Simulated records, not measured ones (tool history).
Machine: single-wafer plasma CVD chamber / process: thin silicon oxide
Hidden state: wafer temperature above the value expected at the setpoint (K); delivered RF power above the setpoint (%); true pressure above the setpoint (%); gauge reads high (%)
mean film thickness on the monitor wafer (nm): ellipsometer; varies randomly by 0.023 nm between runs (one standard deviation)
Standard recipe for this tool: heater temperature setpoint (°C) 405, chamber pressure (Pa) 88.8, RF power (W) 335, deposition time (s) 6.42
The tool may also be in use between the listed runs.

run,day,heater temperature setpoint (°C),chamber pressure (Pa),RF power (W),deposition time (s),wafers since the last listed run,hours since the last thermocouple change,hours since the last RF generator calibration,hours since the last manometer calibration,hours since the showerhead was replaced,hours since the gauge calibration,"read-back reference wafer on the same gauge, thickness_nm",mean film thickness on the monitor wafer (nm)
1,0,405,88.8,335,6.42,0,635.4,2463.1,2152.1,4179,1020.1,8.066,8.577
2,1.483,405,88.8,335,6.42,1179,671,2498.7,2187.7,4214.6,1055.7,8.072,8.564
3,2.1,405,88.8,335,6.42,490,685.8,2513.5,2202.5,4229.4,1070.5,8.074,8.576
4,2.842,405,88.8,335,6.42,589,703.6,2531.3,2220.3,4247.2,1088.3,8.072,8.548
5,3.604,405,88.8,335,6.42,606,721.9,2549.6,2238.6,4265.5,1106.6,8.067,8.576
6,4.571,419,101.6,335,6.42,768,745.1,2572.8,2261.8,4288.7,1129.8,8.07,9.588
# day 5.062: showerhead replaced
# day 5.475: gauge calibrated
7,5.588,415,77.6,360,6.09,543,769.5,2597.2,2286.2,12.6,2.7,8.069,7.26
8,6.088,405,88.8,335,6.42,397,781.5,2609.2,2298.2,24.6,14.7,8.069,8.568
# day 7.133: RF generator calibrated
9,7.229,405,88.8,360,7.03,642,808.9,2.3,2325.6,52,42.1,8.069,9.536
10,7.975,399,101.7,380,5.49,593,826.8,20.2,2343.5,69.9,60,8.07,8.552
11,9.033,405,88.8,315,6.42,841,852.2,45.6,2368.9,95.3,85.4,8.071,8.498
12,9.871,415,88.8,285,6.42,665,872.3,65.7,2389,115.4,105.5,8.074,8.273
13,10.392,415,88.8,285,6.42,414,884.8,78.2,2401.5,127.9,118,8.071,8.271
14,11.292,394,88.8,285,5.34,715,906.4,99.8,2423.1,149.5,139.6,8.076,6.97
15,12.221,405,88.8,335,6.42,738,928.7,122.1,2445.4,171.8,161.9,8.065,8.558
# day 13.167: thermocouple changed; heater temperature recalibrated
16,13.438,405,88.8,335,5.86,702,6.5,151.3,2474.6,201,191.1,8.067,7.858
17,14.029,405,77.6,270,7.02,470,20.7,165.5,2488.8,215.2,205.3,8.07,7.983
18,14.929,405,99.5,380,6.42,715,42.3,187.1,2510.4,236.8,226.9,8.073,9.752
19,15.533,409,109.2,390,5.35,480,56.8,201.6,2524.9,251.3,241.4,8.071,8.879
20,16.871,417,88.8,360,5.18,1063,88.9,233.7,2557,283.4,273.5,8.076,6.982
# day 17.817: capacitance manometer re-zeroed and calibrated
21,17.838,405,105.6,335,5.64,503,112.1,256.9,0.5,306.6,296.7,8.068,8.791
22,19.1,405,88.8,335,6.42,1003,142.4,287.2,30.8,336.9,327,8.065,8.563
23,20.304,405,88.8,335,6.42,957,171.3,316.1,59.7,365.8,355.9,8.071,8.578
24,24.729,405,76.8,335,6.04,3518,277.5,422.3,165.9,472,462.1,8.069,7.05
25,25.746,412,88.8,380,6.42,808,301.9,446.7,190.3,496.4,486.5,8.067,8.775
26,26.692,410,80.8,335,7.24,752,324.6,469.4,213,519.1,509.2,8.07,8.769
27,27.975,405,88.8,335,6.42,1020,355.4,500.2,243.8,549.9,540,8.072,8.581
28,29.308,405,77.2,290,6.42,1060,387.4,532.2,275.8,581.9,572,8.065,7.325
29,30.312,416,88.8,315,6.42,798,411.5,556.3,299.9,606,596.1,8.073,8.421
30,31.488,405,80.3,290,6.8,934,439.7,584.5,328.1,634.2,624.3,8.069,8.047

3 options for the next run, each taken on its own from the tool as it stands now. Forecast them:
A,31.504,405,88.8,335,6.42,13,440.1,584.9,328.5,634.6,624.7,?,?
B,31.504,405,88.8,280,6.42,13,440.1,584.9,328.5,634.6,624.7,?,?
C,31.504,405,107.1,335,5.58,13,440.1,584.9,328.5,634.6,624.7,?,?

run,"read-back reference wafer on the same gauge, thickness_nm",mean film thickness on the monitor wafer (nm)
A,8.066,8.532
B,8.066,8.248
C,8.066,8.759
Take away the tool's hidden state, keep each run's random variation, and the runs would have read:
run,mean film thickness on the monitor wafer (nm)
A,8.532
B,8.248
C,8.759
